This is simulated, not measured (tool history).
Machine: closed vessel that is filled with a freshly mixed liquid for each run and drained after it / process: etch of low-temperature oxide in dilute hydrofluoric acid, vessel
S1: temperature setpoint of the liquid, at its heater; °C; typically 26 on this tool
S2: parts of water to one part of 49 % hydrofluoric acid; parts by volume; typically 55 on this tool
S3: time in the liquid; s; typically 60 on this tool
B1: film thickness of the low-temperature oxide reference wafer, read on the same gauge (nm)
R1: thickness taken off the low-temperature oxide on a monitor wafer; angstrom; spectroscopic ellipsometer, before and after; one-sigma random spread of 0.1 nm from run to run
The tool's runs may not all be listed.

run   hour    S1  S2  S3     B1     R1
  1      0    26  55  80  39.99  279.4
  2   51.3    26  55  80  40.02  277.1
  3  122.6    26  55  80  39.99  278.2
  4  181.5    26  70  60  39.98  159.7
  5  229.4    26  55  60  39.99  205.9
  6  277.2    26  55  60     40  207.5
  7  301.7    26  45  60     40    254
  8  347.1    26  45  60  39.99  254.6
  9  416.6    26  55  60  39.99  203.7
 10  465.5  24.5  55  60     40    191
 11  533.2    26  55  60  40.01  203.7
 12  574.5    28  40  45     40  231.9
     599.6  -- gauge calibrated
     614.7  -- thermometer replaced
 13  647.4    26  55  35  40.01  132.3
 14  687.6    26  80  60     40  148.9
     700.1  -- hydrofluoric acid flow meter replaced
 15  747.3    26  55  60     40  225.4
 16  805.7    28  55  60     40  242.2
 17  872.8  22.5  55  60     40  192.9
 18  915.1  24.5  80  75  40.03  173.6

How would selected steps in R1 from run to run divide? Give the signed amount a tool lacking its hidden state would still show from settings, what came in and random variation, and the signed amount left for the hidden state, including any gauge scatter that is not in both of the compared results.
Hidden state at play: liquid colder than its thermometer reads (K); hydrofluoric acid flow below the setpoint (%); gauge reads high (%).
Run 3 -> 4: S2 55 -> 70, S3 80 -> 60. R1 -118.5 angstrom: hidden state +11.1, all else -129.6.
Run 12 -> 13: S1 28 -> 26, S2 40 -> 55, S3 45 -> 35, gauge calibrated, thermometer replaced. R1 -99.6 angstrom: hidden state +26.3, all else -125.9.

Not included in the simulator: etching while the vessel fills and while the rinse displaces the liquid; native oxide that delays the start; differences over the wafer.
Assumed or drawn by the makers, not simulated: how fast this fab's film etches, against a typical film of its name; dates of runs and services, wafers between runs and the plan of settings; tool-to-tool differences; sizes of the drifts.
